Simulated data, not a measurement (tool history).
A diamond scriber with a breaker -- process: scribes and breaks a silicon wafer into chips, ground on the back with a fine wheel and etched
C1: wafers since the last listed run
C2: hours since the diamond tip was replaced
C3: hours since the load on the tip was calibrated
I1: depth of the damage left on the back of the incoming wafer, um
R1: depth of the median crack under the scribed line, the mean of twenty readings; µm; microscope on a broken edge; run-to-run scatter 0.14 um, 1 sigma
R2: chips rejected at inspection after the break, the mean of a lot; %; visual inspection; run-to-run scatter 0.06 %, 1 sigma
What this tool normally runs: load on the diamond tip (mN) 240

{"run": 1, "day": 0.0, "load on the diamond tip (mN)": 240, "C1": 0, "C2": 60.7, "C3": 669.4, "I1": 0.66, "R1": 15.21, "R2": 4.89}
{"run": 2, "day": 1.792, "load on the diamond tip (mN)": 240, "C1": 117, "C2": 103.7, "C3": 712.4, "I1": 0.6, "R1": 15.41, "R2": 4.41}
{"run": 3, "day": 3.104, "load on the diamond tip (mN)": 240, "C1": 86, "C2": 135.2, "C3": 743.9, "I1": 0.74, "R1": 15.12, "R2": 4.35}
{"day": 4.262, "done": "load on the tip recalibrated"}
{"run": 4, "day": 5.9, "load on the diamond tip (mN)": 220, "C1": 177, "C2": 202.3, "C3": 39.3, "I1": 0.38, "R1": 12.52, "R2": 6.35}
{"run": 5, "day": 8.158, "load on the diamond tip (mN)": 220, "C1": 148, "C2": 256.5, "C3": 93.5, "I1": 0.45, "R1": 12.51, "R2": 5.35}
{"run": 6, "day": 10.108, "load on the diamond tip (mN)": 193, "C1": 127, "C2": 303.3, "C3": 140.3, "I1": 0.65, "R1": 11.22, "R2": 19.53}
{"run": 7, "day": 12.012, "load on the diamond tip (mN)": 193, "C1": 124, "C2": 349, "C3": 186, "I1": 0.74, "R1": 11.22, "R2": 18.79}
{"run": 8, "day": 13.896, "load on the diamond tip (mN)": 240, "C1": 123, "C2": 394.2, "C3": 231.2, "I1": 0.48, "R1": 13.71, "R2": 1.79}
{"run": 9, "day": 15.588, "load on the diamond tip (mN)": 240, "C1": 110, "C2": 434.8, "C3": 271.8, "I1": 0.55, "R1": 13.62, "R2": 1.79}
{"run": 10, "day": 18.054, "load on the diamond tip (mN)": 240, "C1": 161, "C2": 494, "C3": 331, "I1": 0.58, "R1": 13.99, "R2": 1.82}
{"run": 11, "day": 19.788, "load on the diamond tip (mN)": 240, "C1": 113, "C2": 535.6, "C3": 372.6, "I1": 0.51, "R1": 13.62, "R2": 1.65}
{"run": 12, "day": 22.421, "load on the diamond tip (mN)": 218, "C1": 172, "C2": 598.8, "C3": 435.8, "I1": 0.31, "R1": 12.61, "R2": 6.29}
{"day": 23.025, "done": "diamond tip replaced by a new one"}
{"run": 13, "day": 25.042, "load on the diamond tip (mN)": 218, "C1": 166, "C2": 48.4, "C3": 498.7, "I1": 0.33, "R1": 13.95, "R2": 1.79}
{"run": 14, "day": 26.85, "load on the diamond tip (mN)": 218, "C1": 118, "C2": 91.8, "C3": 542.1, "I1": 0.55, "R1": 13.82, "R2": 1.93}
{"run": 15, "day": 34.479, "load on the diamond tip (mN)": 240, "C1": 500, "C2": 274.9, "C3": 725.2, "I1": 0.78, "R1": 14.71, "R2": 2.5}
{"run": 16, "day": 37.404, "load on the diamond tip (mN)": 240, "C1": 191, "C2": 345.1, "C3": 795.4, "I1": 0.64, "R1": 14.42, "R2": 1.93}
{"day": 37.888, "done": "load on the tip recalibrated"}
{"run": 17, "day": 38.562, "load on the diamond tip (mN)": 240, "C1": 70, "C2": 372.9, "C3": 16.2, "I1": 0.77, "R1": 13.09, "R2": 3.1}
{"run": 18, "day": 40.838, "load on the diamond tip (mN)": 240, "C1": 149, "C2": 427.5, "C3": 70.8, "I1": 0.48, "R1": 13.34, "R2": 2.65}
{"run": 19, "day": 41.879, "load on the diamond tip (mN)": 194, "C1": 68, "C2": 452.5, "C3": 95.8, "I1": 0.51, "R1": 10.97, "R2": 22.69}
{"run": 20, "day": 43.879, "load on the diamond tip (mN)": 297, "C1": 131, "C2": 500.5, "C3": 143.8, "I1": 0.39, "R1": 16.43, "R2": 9.71}
{"run": 21, "day": 46.4, "load on the diamond tip (mN)": 184, "C1": 165, "C2": 561, "C3": 204.3, "I1": 0.45, "R1": 10.53, "R2": 30.08}
{"day": 47.725, "done": "diamond tip replaced by a new one"}
{"run": 22, "day": 49.275, "load on the diamond tip (mN)": 189, "C1": 183, "C2": 37.2, "C3": 273.3, "I1": 0.54, "R1": 12.09, "R2": 9.91}
{"run": 23, "day": 51.733, "load on the diamond tip (mN)": 283, "C1": 161, "C2": 96.2, "C3": 332.3, "I1": 0.39, "R1": 17.4, "R2": 19.9}
{"run": 24, "day": 54.117, "load on the diamond tip (mN)": 265, "C1": 156, "C2": 153.4, "C3": 389.5, "I1": 0.49, "R1": 16.44, "R2": 11.79}
{"run": 25, "day": 56.808, "load on the diamond tip (mN)": 214, "C1": 176, "C2": 218, "C3": 454.1, "I1": 0.53, "R1": 13.61, "R2": 2.22}
{"run": 26, "day": 59.779, "load on the diamond tip (mN)": 240, "C1": 194, "C2": 289.3, "C3": 525.4, "I1": 0.3, "R1": 14.79, "R2": 3.17}
{"run": 27, "day": 62.133, "load on the diamond tip (mN)": 275, "C1": 154, "C2": 345.8, "C3": 581.9, "I1": 0.44, "R1": 16.71, "R2": 13.36}
{"run": 28, "day": 63.846, "load on the diamond tip (mN)": 312, "C1": 112, "C2": 386.9, "C3": 623, "I1": 0.67, "R1": 18.05, "R2": 28.2}
{"run": 29, "day": 64.996, "load on the diamond tip (mN)": 240, "C1": 75, "C2": 414.5, "C3": 650.6, "I1": 0.72, "R1": 14.56, "R2": 2.53}
{"day": 65.512, "done": "load on the tip recalibrated"}
{"run": 30, "day": 66.2, "load on the diamond tip (mN)": 202, "C1": 73, "C2": 443.4, "C3": 16.5, "I1": 0.53, "R1": 10.81, "R2": 22.63}
{"run": 31, "day": 67.454, "load on the diamond tip (mN)": 240, "C1": 82, "C2": 473.5, "C3": 46.6, "I1": 0.33, "R1": 13.1, "R2": 3.47}
{"run": 32, "day": 69.104, "load on the diamond tip (mN)": 172, "C1": 108, "C2": 513.1, "C3": 86.2, "I1": 0.52, "R1": 9.63, "R2": 44.86}
{"run": 33, "day": 70.688, "load on the diamond tip (mN)": 211, "C1": 103, "C2": 551.1, "C3": 124.2, "I1": 0.43, "R1": 11.71, "R2": 11.98}
{"day": 71.662, "done": "diamond tip replaced by a new one"}
{"run": 34, "day": 72.021, "load on the diamond tip (mN)": 168, "C1": 81, "C2": 8.6, "C3": 156.2, "I1": 0.64, "R1": 10.32, "R2": 31.73}
{"run": 35, "day": 74.308, "load on the diamond tip (mN)": 221, "C1": 149, "C2": 63.5, "C3": 211.1, "I1": 0.34, "R1": 13.78, "R2": 1.89}
{"run": 36, "day": 76.404, "load on the diamond tip (mN)": 197, "C1": 137, "C2": 113.8, "C3": 261.4, "I1": 0.75, "R1": 12.15, "R2": 8.5}
{"run": 37, "day": 78.392, "load on the diamond tip (mN)": 240, "C1": 130, "C2": 161.5, "C3": 309.1, "I1": 0.47, "R1": 14.77, "R2": 2.77}
{"run": 38, "day": 81.254, "load on the diamond tip (mN)": 267, "C1": 187, "C2": 230.2, "C3": 377.8, "I1": 0.45, "R1": 16.01, "R2": 9}
{"run": 39, "day": 86.233, "load on the diamond tip (mN)": 201, "C1": 326, "C2": 349.7, "C3": 497.3, "I1": 0.53, "R1": 12.15, "R2": 8.22}
{"run": 40, "day": 88.462, "load on the diamond tip (mN)": 240, "C1": 146, "C2": 403.2, "C3": 550.8, "I1": 0.71, "R1": 14.2, "R2": 1.99}
{"run": 41, "day": 90.2, "load on the diamond tip (mN)": 295, "C1": 113, "C2": 444.9, "C3": 592.5, "I1": 0.66, "R1": 17.26, "R2": 17.65}
{"run": 42, "day": 95.292, "load on the diamond tip (mN)": 174, "C1": 333, "C2": 567.1, "C3": 714.7, "I1": 0.33, "R1": 10.32, "R2": 33.64}

Results for each run, recomputed without the tool's hidden state and with each run's random variation untouched:
Unlogged tool condition in this case: share of the diamond tip's cutting effectiveness lost through wear, %; deviation of the load on the tip from its setpoint, %.
run=1 R1=13.87 R2=1.65
run=2 R1=14.14 R2=1.62
run=3 R1=13.94 R2=1.71
run=4 R1=12.91 R2=4.13
run=5 R1=12.76 R2=4.06
run=6 R1=11.37 R2=17.61
run=7 R1=11.33 R2=17.35
run=8 R1=13.83 R2=1.75
run=9 R1=13.76 R2=1.75
run=10 R1=14.16 R2=1.75
run=11 R1=13.84 R2=1.56
run=12 R1=12.9 R2=4.64
run=13 R1=12.98 R2=4.77
run=14 R1=12.92 R2=4.92
run=15 R1=14.11 R2=1.77
run=16 R1=13.98 R2=1.58
run=17 R1=13.88 R2=1.7
run=18 R1=13.97 R2=1.76
run=19 R1=11.44 R2=16.56
run=20 R1=17.06 R2=13.96
run=21 R1=10.9 R2=24.47
run=22 R1=11.14 R2=20.68
run=23 R1=16.06 R2=9.71
run=24 R1=15.23 R2=4.69
run=25 R1=12.68 R2=6.17
run=26 R1=13.89 R2=1.65
run=27 R1=15.82 R2=7.36
run=28 R1=17.18 R2=20.5
run=29 R1=13.92 R2=1.71
run=30 R1=11.63 R2=12.29
run=31 R1=13.98 R2=1.75
run=32 R1=10.19 R2=35.4
run=33 R1=12.33 R2=6.81
run=34 R1=9.83 R2=39.9
run=35 R1=13.08 R2=3.91
run=36 R1=11.53 R2=14.52
run=37 R1=14.03 R2=1.7
run=38 R1=15.27 R2=4.96
run=39 R1=11.72 R2=12.06
run=40 R1=13.79 R2=1.67
run=41 R1=16.87 R2=14.48
run=42 R1=10.28 R2=34.36
